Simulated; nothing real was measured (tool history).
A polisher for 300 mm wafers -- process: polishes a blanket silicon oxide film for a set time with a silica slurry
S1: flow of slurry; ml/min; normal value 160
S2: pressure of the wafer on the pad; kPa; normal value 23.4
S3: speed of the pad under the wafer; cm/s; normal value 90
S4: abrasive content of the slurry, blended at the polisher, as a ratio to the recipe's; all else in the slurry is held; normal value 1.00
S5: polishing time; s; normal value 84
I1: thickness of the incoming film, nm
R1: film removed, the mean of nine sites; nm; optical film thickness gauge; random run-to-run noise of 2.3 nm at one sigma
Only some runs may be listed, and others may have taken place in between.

{"run": 1, "hour": 0.0, "S1": 135, "S2": 23.4, "S3": 104, "S4": 1.0, "S5": 84, "I1": 1164.9, "R1": 167.3}
{"run": 2, "hour": 35.8, "S1": 120, "S2": 23.4, "S3": 90, "S4": 1.0, "S5": 84, "I1": 1157.3, "R1": 146.2}
{"run": 3, "hour": 51.0, "S1": 120, "S2": 23.4, "S3": 90, "S4": 1.0, "S5": 84, "I1": 1160.0, "R1": 147.4}
{"run": 4, "hour": 85.3, "S1": 120, "S2": 23.4, "S3": 90, "S4": 1.0, "S5": 84, "I1": 1164.9, "R1": 143.2}
{"run": 5, "hour": 116.3, "S1": 160, "S2": 28.3, "S3": 70, "S4": 1.0, "S5": 84, "I1": 1158.7, "R1": 138.7}
{"run": 6, "hour": 137.0, "S1": 160, "S2": 26.9, "S3": 76, "S4": 1.0, "S5": 84, "I1": 1163.6, "R1": 144.9}
{"run": 7, "hour": 157.1, "S1": 160, "S2": 26.9, "S3": 76, "S4": 1.0, "S5": 84, "I1": 1160.2, "R1": 136.9}
{"run": 8, "hour": 179.0, "S1": 160, "S2": 26.9, "S3": 76, "S4": 1.0, "S5": 84, "I1": 1144.0, "R1": 140.4}
{"run": 9, "hour": 210.1, "S1": 160, "S2": 23.4, "S3": 90, "S4": 1.0, "S5": 84, "I1": 1143.0, "R1": 147.3}
{"run": 10, "hour": 232.6, "S1": 160, "S2": 23.4, "S3": 90, "S4": 1.0, "S5": 84, "I1": 1159.6, "R1": 142.7}
{"run": 11, "hour": 266.9, "S1": 160, "S2": 23.4, "S3": 104, "S4": 1.0, "S5": 84, "I1": 1153.3, "R1": 179.3}
{"run": 12, "hour": 299.0, "S1": 160, "S2": 23.4, "S3": 104, "S4": 1.0, "S5": 84, "I1": 1168.6, "R1": 180.2}
{"run": 13, "hour": 311.9, "S1": 160, "S2": 23.4, "S3": 90, "S4": 1.25, "S5": 100, "I1": 1146.1, "R1": 208.1}
{"run": 14, "hour": 325.1, "S1": 160, "S2": 23.4, "S3": 90, "S4": 1.0, "S5": 84, "I1": 1174.0, "R1": 156.4}
{"run": 15, "hour": 340.1, "S1": 160, "S2": 23.4, "S3": 98, "S4": 1.0, "S5": 84, "I1": 1181.1, "R1": 173.0}
{"run": 16, "hour": 367.7, "S1": 160, "S2": 23.4, "S3": 90, "S4": 1.0, "S5": 84, "I1": 1142.8, "R1": 155.4}
{"run": 17, "hour": 390.4, "S1": 120, "S2": 23.4, "S3": 90, "S4": 1.1, "S5": 84, "I1": 1153.5, "R1": 149.9}
{"run": 18, "hour": 423.8, "S1": 160, "S2": 20.0, "S3": 90, "S4": 1.0, "S5": 72, "I1": 1174.9, "R1": 119.4}
{"run": 19, "hour": 451.7, "S1": 160, "S2": 23.4, "S3": 72, "S4": 1.0, "S5": 58, "I1": 1169.3, "R1": 89.6}
{"run": 20, "hour": 470.8, "S1": 160, "S2": 23.4, "S3": 90, "S4": 1.1, "S5": 75, "I1": 1167.3, "R1": 140.6}
{"run": 21, "hour": 499.3, "S1": 160, "S2": 23.4, "S3": 90, "S4": 1.0, "S5": 65, "I1": 1163.5, "R1": 118.0}
{"run": 22, "hour": 522.0, "S1": 160, "S2": 23.4, "S3": 90, "S4": 1.0, "S5": 84, "I1": 1179.9, "R1": 157.9}
{"run": 23, "hour": 543.6, "S1": 160, "S2": 21.4, "S3": 90, "S4": 1.15, "S5": 84, "I1": 1156.9, "R1": 151.6}
{"run": 24, "hour": 571.6, "S1": 160, "S2": 23.4, "S3": 116, "S4": 1.0, "S5": 84, "I1": 1159.6, "R1": 191.0}
{"run": 25, "hour": 598.7, "S1": 160, "S2": 23.4, "S3": 90, "S4": 1.0, "S5": 84, "I1": 1137.4, "R1": 153.4}
{"run": 26, "hour": 617.5, "S1": 160, "S2": 23.4, "S3": 90, "S4": 0.85, "S5": 84, "I1": 1171.2, "R1": 146.5}

Removed from this log: 14 entries logged between the listed runs. Between which two listed runs does each belong, and how does the tool's hidden state at the listed run before it compare with that at the listed run after it?
Logged between run 1 and run 2: slurry blender recalibrated (hour 35.1)
  slurry flow missing at the pad, %: 23.4 -> 26.9
  measured result minus the result with no hidden state, R1: -7.6 -> -8.6 nm
Logged between run 2 and run 3: conditioning disc replaced and pad reconditioned (hour 47.0)
  slurry flow missing at the pad, %: 26.9 -> 28.4
  measured result minus the result with no hidden state, R1: -8.6 -> -9.4 nm
Logged between run 4 and run 5: worn pad replaced by a new one (hour 90.7)
  slurry flow missing at the pad, %: 32.2 -> 35.8
  measured result minus the result with no hidden state, R1: -10.8 -> -9.8 nm
Logged between run 6 and run 7: slurry blender recalibrated (hour 156.6)
  slurry flow missing at the pad, %: 38.4 -> 41
  measured result minus the result with no hidden state, R1: -11.3 -> -11.9 nm
Logged between run 8 and run 9: worn pad replaced by a new one (hour 208.7)
  slurry flow missing at the pad, %: 43.9 -> 48.3
  measured result minus the result with no hidden state, R1: -13.6 -> -16.7 nm
Logged between run 10 and run 11: slurry nozzle cleaned (hour 265.9)
  slurry flow missing at the pad, %: 51.7 -> 7.14
  measured result minus the result with no hidden state, R1: -18.2 -> -1.8 nm
Logged between run 11 and run 12: head pressure recalibrated (hour 272.8); slurry blender recalibrated (hour 273.6)
  slurry flow missing at the pad, %: 7.14 -> 7.28
  measured result minus the result with no hidden state, R1: -1.8 -> -1.9 nm
Logged between run 13 and run 14: worn pad replaced by a new one (hour 321.9)
  slurry flow missing at the pad, %: 7.41 -> 7.59
  measured result minus the result with no hidden state, R1: -2.3 -> -1.7 nm
Logged between run 15 and run 16: conditioning disc replaced and pad reconditioned (hour 360.0)
  slurry flow missing at the pad, %: 7.85 -> 8.47
  measured result minus the result with no hidden state, R1: -2.0 -> -1.9 nm
Logged between run 17 and run 18: slurry blender recalibrated (hour 402.1)
  slurry flow missing at the pad, %: 9.13 -> 10.3
  measured result minus the result with no hidden state, R1: -2.5 -> -1.8 nm
Logged between run 18 and run 19: worn pad replaced by a new one (hour 433.3)
  slurry flow missing at the pad, %: 10.3 -> 11.6
  measured result minus the result with no hidden state, R1: -1.8 -> -1.6 nm
Logged between run 22 and run 23: slurry blender recalibrated (hour 543.1)
  slurry flow missing at the pad, %: 15.6 -> 17
  measured result minus the result with no hidden state, R1: -3.9 -> -4.1 nm
Logged between run 24 and run 25: worn pad replaced by a new one (hour 576.7)
  slurry flow missing at the pad, %: 19.1 -> 21.4
  measured result minus the result with no hidden state, R1: -5.9 -> -5.4 nm
